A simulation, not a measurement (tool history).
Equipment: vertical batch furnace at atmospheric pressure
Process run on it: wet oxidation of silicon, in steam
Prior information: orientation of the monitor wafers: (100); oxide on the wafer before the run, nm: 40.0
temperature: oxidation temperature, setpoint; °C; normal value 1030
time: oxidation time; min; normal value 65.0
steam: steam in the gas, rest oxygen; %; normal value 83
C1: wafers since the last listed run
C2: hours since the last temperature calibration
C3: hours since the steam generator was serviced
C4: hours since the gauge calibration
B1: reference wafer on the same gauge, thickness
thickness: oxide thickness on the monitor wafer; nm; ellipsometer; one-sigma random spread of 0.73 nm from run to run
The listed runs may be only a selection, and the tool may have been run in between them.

Run 1, hour 0.0: usual settings; C1 0; C2 3261.2; C3 1750.7; C4 147.0; B1 526.89. Result: thickness 459.01 nm.
Run 2, hour 14.2: usual settings; C1 128; C2 3275.4; C3 1764.9; C4 161.2; B1 526.98. Result: thickness 459.68 nm.
Run 3, hour 27.5: usual settings; C1 120; C2 3288.7; C3 1778.2; C4 174.5; B1 526.59. Result: thickness 457.84 nm.
Run 4, hour 42.6: usual settings; C1 136; C2 3303.8; C3 1793.3; C4 189.6; B1 527.15. Result: thickness 459.34 nm.
Run 5, hour 61.4: usual settings; C1 169; C2 3322.6; C3 1812.1; C4 208.4; B1 527.07. Result: thickness 459.26 nm.
Run 6, hour 68.9: usual settings but time 48.0 min; C1 67; C2 3330.1; C3 1819.6; C4 215.9; B1 526.95. Result: thickness 380.56 nm.
At hour 92.6: gauge calibrated.
At hour 112.6: thermocouples replaced and temperature profile calibrated.
Run 7, hour 113.1: usual settings but time 48.0 min; C1 182; C2 0.5; C3 1863.8; C4 20.5; B1 527.22. Result: thickness 380.78 nm.
Run 8, hour 118.1: usual settings but temperature 1039 °C; C1 45; C2 5.5; C3 1868.8; C4 25.5; B1 527.14. Result: thickness 482.67 nm.
Run 9, hour 123.2: usual settings; C1 46; C2 10.6; C3 1873.9; C4 30.6; B1 526.86. Result: thickness 459.18 nm.
Run 10, hour 128.2: usual settings but temperature 1054 °C, time 82.5 min, steam 87 %; C1 45; C2 15.6; C3 1878.9; C4 35.6; B1 526.99. Result: thickness 616.92 nm.
At hour 154.8: steam generator serviced.
Run 11, hour 155.3: usual settings but temperature 1039 °C; C1 28; C2 42.7; C3 0.5; C4 62.7; B1 527.19. Result: thickness 506.61 nm.

What will run 12 give?
Run 12, hour 160.3: usual settings but temperature 1005 °C, steam 88 %; C1 45; C2 47.7; C3 5.5; C4 67.7; B1 ?. Result: thickness ?.

B1: 527.11
thickness: 428.30 nm
With no hidden state in the tool, this same run would have given thickness 433.63 nm.

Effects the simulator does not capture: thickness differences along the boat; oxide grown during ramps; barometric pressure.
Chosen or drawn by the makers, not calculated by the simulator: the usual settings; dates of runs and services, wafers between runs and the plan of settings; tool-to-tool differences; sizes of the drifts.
